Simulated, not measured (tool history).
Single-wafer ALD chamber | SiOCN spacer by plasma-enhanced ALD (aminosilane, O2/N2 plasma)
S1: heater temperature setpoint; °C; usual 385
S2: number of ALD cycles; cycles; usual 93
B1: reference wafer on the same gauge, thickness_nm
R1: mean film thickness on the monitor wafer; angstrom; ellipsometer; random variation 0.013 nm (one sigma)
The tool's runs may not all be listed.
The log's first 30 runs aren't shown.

{"hour": 2361.5, "done": "thermocouple changed; heater temperature recalibrated"}
{"run": 31, "hour": 2460.9, "S1": 381, "S2": 83, "B1": 4.98, "R1": 46.9}
{"run": 32, "hour": 2539.4, "S1": 385, "S2": 93, "B1": 4.979, "R1": 52.36}
{"run": 33, "hour": 2590.3, "S1": 385, "S2": 93, "B1": 4.98, "R1": 52.39}
{"run": 34, "hour": 2653.1, "S1": 385, "S2": 93, "B1": 4.982, "R1": 52.42}
{"run": 35, "hour": 2712.4, "S1": 381, "S2": 93, "B1": 4.98, "R1": 52.43}
{"run": 36, "hour": 2808.6, "S1": 377, "S2": 84, "B1": 4.978, "R1": 47.1}
{"run": 37, "hour": 2887.3, "S1": 373, "S2": 101, "B1": 4.982, "R1": 57.15}
{"run": 38, "hour": 2941.6, "S1": 389, "S2": 100, "B1": 4.978, "R1": 56.28}
{"run": 39, "hour": 3038.3, "S1": 395, "S2": 108, "B1": 4.981, "R1": 60.98}
{"run": 40, "hour": 3101.6, "S1": 377, "S2": 86, "B1": 4.979, "R1": 48.42}
{"run": 41, "hour": 3173.3, "S1": 385, "S2": 93, "B1": 4.983, "R1": 52.33}
{"run": 42, "hour": 3276.6, "S1": 377, "S2": 75, "B1": 4.98, "R1": 42}
{"run": 43, "hour": 3342.1, "S1": 372, "S2": 93, "B1": 4.977, "R1": 52.6}
{"run": 44, "hour": 3382.2, "S1": 395, "S2": 93, "B1": 4.981, "R1": 52.42}
{"run": 45, "hour": 3468.1, "S1": 385, "S2": 85, "B1": 4.981, "R1": 48.04}

Forecast each of these 3 alternatives for the next run:
{"run": "A", "hour": 3468.7, "S1": 385, "S2": 93, "B1": "?", "R1": "?"}
{"run": "B", "hour": 3468.7, "S1": 385, "S2": 104, "B1": "?", "R1": "?"}
{"run": "C", "hour": 3468.7, "S1": 373, "S2": 83, "B1": "?", "R1": "?"}

run=A B1=4.982 R1=52.38
run=B B1=4.982 R1=58.58
run=C B1=4.982 R1=46.75
Without the tool's hidden state the same runs would have given:
run=A R1=52.38
run=B R1=58.58
run=C R1=46.75
